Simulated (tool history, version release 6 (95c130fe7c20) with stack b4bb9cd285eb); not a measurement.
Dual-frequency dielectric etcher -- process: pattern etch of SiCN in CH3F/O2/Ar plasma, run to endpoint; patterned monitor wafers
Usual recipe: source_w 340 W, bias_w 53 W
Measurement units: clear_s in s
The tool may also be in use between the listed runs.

| run | hour | source_w | bias_w | incoming incoming film thickness, nm | clear_s |
|---|---|---|---|---|---|
| 1 | 0.0 | 340 | 53 | 10.41 | 31.2 |
| 2 | 70.5 | 340 | 53 | 10.40 | 30.9 |
| 3 | 141.4 | 340 | 59 | 10.47 | 30.3 |
| 4 | 282.3 | 340 | 59 | 10.31 | 29.3 |
| 5 | 309.7 | 340 | 59 | 10.35 | 29.4 |
| 6 | 367.6 | 340 | 61 | 10.52 | 29.3 |
|  | 450.8 | wet clean of the chamber |
|  | 464.3 | upper electrode replaced |
| 7 | 547.1 | 340 | 53 | 10.52 | 33.3 |
|  | 607.2 | wet clean of the chamber, repeated, since the last time left the tool worse |
| 8 | 607.7 | 340 | 53 | 10.29 | 31.0 |
| 9 | 660.8 | 340 | 53 | 10.36 | 31.6 |
| 10 | 686.8 | 400 | 65 | 10.49 | 28.5 |
|  | 728.8 | source power generator calibrated |
| 11 | 729.3 | 270 | 64 | 10.34 | 30.7 |
|  | 790.2 | bias power generator calibrated |
| 12 | 793.1 | 400 | 65 | 10.38 | 28.0 |
| 13 | 827.7 | 310 | 59 | 10.36 | 30.2 |
| 14 | 893.7 | 340 | 53 | 10.27 | 30.6 |
| 15 | 960.3 | 410 | 47 | 10.43 | 30.9 |
| 16 | 988.9 | 340 | 48 | 10.38 | 31.6 |
| 17 | 1019.5 | 290 | 48 | 10.36 | 32.7 |
| 18 | 1090.0 | 400 | 58 | 10.44 | 29.0 |
| 19 | 1139.3 | 340 | 53 | 10.41 | 30.4 |

Some steps in clear_s between neighbouring runs. How much of each would the tool show without its hidden state too (settings, what came in, random variation), and how much is left for the hidden state, with any gauge scatter that isn't in both results?
Hidden state present: etch rate over this chamber's usual, %; source power that arrives over what is set, %; bias power that arrives over what is set, %.
Run 6 -> 7: bias_w 61 -> 53, wet clean of the chamber, upper electrode replaced. clear_s +4.0 s: hidden state +2.6, all else +1.4.
